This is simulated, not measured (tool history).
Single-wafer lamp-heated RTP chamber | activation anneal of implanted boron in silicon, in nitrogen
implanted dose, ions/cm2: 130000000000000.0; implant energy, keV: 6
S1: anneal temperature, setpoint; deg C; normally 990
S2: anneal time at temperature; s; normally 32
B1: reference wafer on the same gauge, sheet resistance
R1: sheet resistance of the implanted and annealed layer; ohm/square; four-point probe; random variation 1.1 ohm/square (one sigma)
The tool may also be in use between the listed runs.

run,hour,S1,S2,B1,R1
1,0.0,981,21,738.35,713.60
2,19.8,1009,32,739.11,702.98
3,42.5,990,25,738.90,708.42
4,64.2,990,32,738.63,706.48
5,83.1,990,32,739.05,707.74
6,117.7,990,32,738.04,707.50
7,132.9,990,43,738.16,705.26
8,155.6,990,32,738.01,706.74
9,179.5,990,32,737.83,706.18
10,205.8,975,47,737.54,709.86
11,241.3,975,47,736.63,709.11
12,274.6,975,47,736.89,708.13
13,290.4,990,45,736.86,701.18
14,326.1,1001,25,736.28,703.68
15,353.2,1001,25,735.79,703.29
16,386.7,1001,25,735.61,703.68
17,410.5,974,49,735.23,707.56
# hour 430.7: pyrometer window cleaned and pyrometer calibrated
18,441.2,1013,38,735.16,698.65
# hour 458.8: reflector plate cleaned
19,460.4,966,48,734.91,711.97
20,490.8,990,32,734.16,700.29
21,519.0,966,48,734.03,711.22
22,536.3,1004,15,733.56,702.78
23,557.6,976,32,733.58,708.03
24,583.1,1004,15,733.00,702.29

What will run 25 give?
25,612.1,967,41,?,?

B1: 732.76
R1: 711.47 ohm/square
If the tool had no hidden condition, the same run with the same run-to-run variation would have returned R1 719.43 ohm/square.
